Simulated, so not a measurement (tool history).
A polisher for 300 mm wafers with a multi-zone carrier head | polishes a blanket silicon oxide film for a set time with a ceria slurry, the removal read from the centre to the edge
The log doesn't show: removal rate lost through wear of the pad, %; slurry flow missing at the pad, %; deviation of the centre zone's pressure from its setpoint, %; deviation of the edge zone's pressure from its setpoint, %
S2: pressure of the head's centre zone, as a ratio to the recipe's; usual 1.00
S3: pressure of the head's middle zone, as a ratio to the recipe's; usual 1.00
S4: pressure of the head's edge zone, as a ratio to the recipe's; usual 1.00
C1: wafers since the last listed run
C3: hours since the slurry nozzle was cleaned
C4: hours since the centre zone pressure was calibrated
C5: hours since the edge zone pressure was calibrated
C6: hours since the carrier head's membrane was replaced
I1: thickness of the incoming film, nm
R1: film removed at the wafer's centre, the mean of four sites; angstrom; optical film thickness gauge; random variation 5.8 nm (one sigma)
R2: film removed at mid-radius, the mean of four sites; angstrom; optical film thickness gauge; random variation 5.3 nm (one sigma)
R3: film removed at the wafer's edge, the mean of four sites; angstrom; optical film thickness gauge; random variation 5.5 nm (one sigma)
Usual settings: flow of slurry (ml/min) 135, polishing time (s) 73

Run 1, hour 0.0: usual settings; C1 0; wafers polished on this pad 1209; C3 131.3; C4 27.4; C5 952.0; C6 26.1; I1 1078.7. Result: R1 3683 angstrom, R2 3781 angstrom, R3 3954 angstrom.
Run 2, hour 19.0: usual settings but S2 0.97; C1 157; wafers polished on this pad 1366; C3 150.3; C4 46.4; C5 971.0; C6 45.1; I1 1085.3. Result: R1 3478 angstrom, R2 3714 angstrom, R3 3993 angstrom.
Run 3, hour 41.3: usual settings but flow of slurry (ml/min) 165, S3 1.07; C1 184; wafers polished on this pad 1551; C3 172.6; C4 68.7; C5 993.3; C6 67.4; I1 1095.1. Result: R1 3889 angstrom, R2 4216 angstrom, R3 4057 angstrom.
Run 4, hour 54.5: usual settings; C1 109; wafers polished on this pad 1660; C3 185.8; C4 81.9; C5 1006.5; C6 80.6; I1 1069.0. Result: R1 3568 angstrom, R2 3696 angstrom, R3 3905 angstrom.
At hour 88.4: worn pad replaced by a new one.
Run 5, hour 89.3: usual settings but flow of slurry (ml/min) 175, S3 1.07; C1 254; wafers polished on this pad 7; C3 220.6; C4 116.7; C5 1041.3; C6 115.4; I1 1092.1. Result: R1 3923 angstrom, R2 4088 angstrom, R3 4166 angstrom.
Run 6, hour 106.7: usual settings but S2 0.89, S3 1.08, S4 0.89; C1 143; wafers polished on this pad 151; C3 238.0; C4 134.1; C5 1058.7; C6 132.8; I1 1096.9. Result: R1 3099 angstrom, R2 3896 angstrom, R3 3531 angstrom.
Run 7, hour 141.3: usual settings; C1 286; wafers polished on this pad 437; C3 272.6; C4 168.7; C5 1093.3; C6 167.4; I1 1086.8. Result: R1 3426 angstrom, R2 3649 angstrom, R3 3772 angstrom.
Run 8, hour 170.5: usual settings but S2 1.06; C1 241; wafers polished on this pad 679; C3 301.8; C4 197.9; C5 1122.5; C6 196.6; I1 1070.7. Result: R1 3670 angstrom, R2 3630 angstrom, R3 3726 angstrom.
Run 9, hour 204.2: usual settings but S3 0.91, S4 1.06; C1 278; wafers polished on this pad 958; C3 335.5; C4 231.6; C5 1156.2; C6 230.3; I1 1092.2. Result: R1 3380 angstrom, R2 3279 angstrom, R3 3936 angstrom.
Run 10, hour 232.4: usual settings but S4 0.88; C1 233; wafers polished on this pad 1191; C3 363.7; C4 259.8; C5 1184.4; C6 258.5; I1 1080.9. Result: R1 3355 angstrom, R2 3489 angstrom, R3 3513 angstrom.
At hour 246.4: slurry nozzle cleaned.
At hour 248.1: edge zone pressure recalibrated.
Run 11, hour 259.6: usual settings but S2 0.94, S4 0.97, polishing time (s) 82; C1 202; wafers polished on this pad 1393; C3 13.2; C4 287.0; C5 11.5; C6 285.7; I1 1095.2. Result: R1 4291 angstrom, R2 4563 angstrom, R3 4663 angstrom.
Run 12, hour 273.7: usual settings but S3 1.06; C1 116; wafers polished on this pad 1510; C3 27.3; C4 301.1; C5 25.6; C6 299.8; I1 1083.0. Result: R1 3998 angstrom, R2 4330 angstrom, R3 4085 angstrom.
Run 13, hour 298.8: usual settings but S3 1.06; C1 207; wafers polished on this pad 1718; C3 52.4; C4 326.2; C5 50.7; C6 324.9; I1 1099.8. Result: R1 3848 angstrom, R2 4092 angstrom, R3 4009 angstrom.
Run 14, hour 314.3: usual settings but S3 0.89; C1 128; wafers polished on this pad 1846; C3 67.9; C4 341.7; C5 66.2; C6 340.4; I1 1105.4. Result: R1 3812 angstrom, R2 3648 angstrom, R3 4086 angstrom.
Run 15, hour 334.3: usual settings but S2 0.93, S3 0.97; C1 165; wafers polished on this pad 2011; C3 87.9; C4 361.7; C5 86.2; C6 360.4; I1 1107.9. Result: R1 3461 angstrom, R2 3715 angstrom, R3 4069 angstrom.
At hour 342.0: worn pad replaced by a new one.
Run 16, hour 367.2: usual settings but S3 0.90; C1 239; wafers polished on this pad 208; C3 120.8; C4 394.6; C5 119.1; C6 393.3; I1 1088.9. Result: R1 3600 angstrom, R2 3487 angstrom, R3 4045 angstrom.
Run 17, hour 386.3: usual settings but flow of slurry (ml/min) 105, S2 0.95, S3 0.91, polishing time (s) 60; C1 158; wafers polished on this pad 366; C3 139.9; C4 413.7; C5 138.2; C6 412.4; I1 1089.9. Result: R1 2569 angstrom, R2 2568 angstrom, R3 3057 angstrom.
Run 18, hour 404.3: usual settings but flow of slurry (ml/min) 90, S3 0.92, S4 0.93; C1 148; wafers polished on this pad 515; C3 157.9; C4 431.7; C5 156.2; C6 430.4; I1 1083.3. Result: R1 2783 angstrom, R2 2899 angstrom, R3 3315 angstrom.
Run 19, hour 437.8: usual settings but S2 0.91, polishing time (s) 98; C1 277; wafers polished on this pad 792; C3 191.4; C4 465.2; C5 189.7; C6 463.9; I1 1083.1. Result: R1 4366 angstrom, R2 4941 angstrom, R3 5005 angstrom.
Run 20, hour 462.6: usual settings; C1 205; wafers polished on this pad 997; C3 216.2; C4 490.0; C5 214.5; C6 488.7; I1 1071.8. Result: R1 3515 angstrom, R2 3612 angstrom, R3 3811 angstrom.
Run 21, hour 491.9: usual settings but flow of slurry (ml/min) 105, S4 0.91, polishing time (s) 87; C1 242; wafers polished on this pad 1240; C3 245.5; C4 519.3; C5 243.8; C6 518.0; I1 1078.0. Result: R1 3394 angstrom, R2 3694 angstrom, R3 4053 angstrom.
At hour 551.9: slurry nozzle cleaned.
Run 22, hour 571.5: usual settings; C1 650; wafers polished on this pad 1890; C3 19.6; C4 598.9; C5 323.4; C6 597.6; I1 1084.5. Result: R1 3927 angstrom, R2 3988 angstrom, R3 4083 angstrom.
At hour 580.1: worn pad replaced by a new one.
Run 23, hour 591.8: usual settings; C1 134; wafers polished on this pad 97; C3 39.9; C4 619.2; C5 343.7; C6 617.9; I1 1093.4. Result: R1 3686 angstrom, R2 3948 angstrom, R3 4178 angstrom.

Forecast each of these 3 alternatives for the next run:
Run A, hour 592.2: usual settings; C1 3; wafers polished on this pad 100; C3 40.3; C4 619.6; C5 344.1; C6 618.3; I1 1081.3. Result: R1 ?, R2 ?, R3 ?.
Run B, hour 592.2: usual settings but flow of slurry (ml/min) 120, S2 0.95, S3 1.09, S4 1.05; C1 3; wafers polished on this pad 100; C3 40.3; C4 619.6; C5 344.1; C6 618.3; I1 1081.3. Result: R1 ?, R2 ?, R3 ?.
Run C, hour 592.2: usual settings but flow of slurry (ml/min) 170, S2 0.94, polishing time (s) 87; C1 3; wafers polished on this pad 100; C3 40.3; C4 619.6; C5 344.1; C6 618.3; I1 1081.3. Result: R1 ?, R2 ?, R3 ?.

run    R1    R2    R3
  A  3750  3893  4061
  B  3405  3999  4048
  C  4513  4943  5056
Without the tool's hidden state the same runs would have given:
run    R1    R2    R3
  A  4176  4200  4281
  B  3838  4358  4291
  C  4930  5249  5278

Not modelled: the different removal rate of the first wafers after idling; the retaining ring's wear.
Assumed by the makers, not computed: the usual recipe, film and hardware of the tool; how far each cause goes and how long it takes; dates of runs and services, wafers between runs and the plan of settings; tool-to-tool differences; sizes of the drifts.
